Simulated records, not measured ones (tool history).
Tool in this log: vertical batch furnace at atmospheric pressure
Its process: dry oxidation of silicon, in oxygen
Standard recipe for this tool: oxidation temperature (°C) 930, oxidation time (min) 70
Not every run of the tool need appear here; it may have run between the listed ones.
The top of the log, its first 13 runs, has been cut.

run,hour,oxidation temperature (°C),oxidation time (min),wafers since the last listed run,hours since the last temperature calibration,hours since the boat lift was adjusted,hours since the gauge calibration,"read-back reference wafer on the same gauge, thickness",oxide thickness on the monitor wafer (nm)
14,869.1,938,70,827,4288.8,3176.5,1918.6,50.71,45.25
15,973.6,938,70,941,4393.3,3281,2023.1,50.66,45.16
# hour 1017.2: boat lift adjusted
16,1060.2,930,70,564,4479.9,43,2109.7,50.7,44.21
17,1124.7,930,70,581,4544.4,107.5,2174.2,50.7,43.95
18,1222.5,954,36,881,4642.2,205.3,2272,50.72,38.69
19,1270.5,930,70,432,4690.2,253.3,2320,50.68,43.98
20,1414,942,81.5,1292,4833.7,396.8,2463.5,50.71,51.22
21,1511.2,943,103.5,875,4930.9,494,2560.7,50.73,57.95
22,1588.2,920,93.5,693,5007.9,571,2637.7,50.7,46.22
23,1634.2,930,70,414,5053.9,617,2683.7,50.68,43.67
# hour 1664: gauge calibrated
24,1837.6,923,94,1832,5257.3,820.4,173.6,50.71,47.3
25,1889.4,930,70,466,5309.1,872.2,225.4,50.69,43.5
26,1937.5,949,58,433,5357.2,920.3,273.5,50.69,45.08
# hour 1970.8: thermocouples replaced and temperature profile calibrated
27,1999.1,930,70,338,28.3,981.9,335.1,50.72,43.39
28,2083.7,908,83.5,762,112.9,1066.5,419.7,50.7,40.78
29,2178.2,910,45.5,851,207.4,1161,514.2,50.68,33.36
30,2351.8,952,70,1564,381,1334.6,687.8,50.64,50.02
31,2448.7,930,70,873,477.9,1431.5,784.7,50.69,43.33
32,2512.2,923,70,572,541.4,1495,848.2,50.71,41.19
33,2556.5,922,58,399,585.7,1539.3,892.5,50.66,38.26
34,2603.4,930,79,422,632.6,1586.2,939.4,50.65,45.41

What if the next run were any one of these 3? Each begins from the tool's condition after run 34:
A,2609.3,930,89.5,53,638.5,1592.1,945.3,?,?
B,2609.3,937,42,53,638.5,1592.1,945.3,?,?
C,2609.3,914,102,53,638.5,1592.1,945.3,?,?

run,"read-back reference wafer on the same gauge, thickness",oxide thickness on the monitor wafer (nm)
A,50.66,48.84
B,50.66,37.24
C,50.66,46.35
Without the tool's unlogged condition, the same runs would have read:
run,oxide thickness on the monitor wafer (nm)
A,50.17
B,37.96
C,47.58
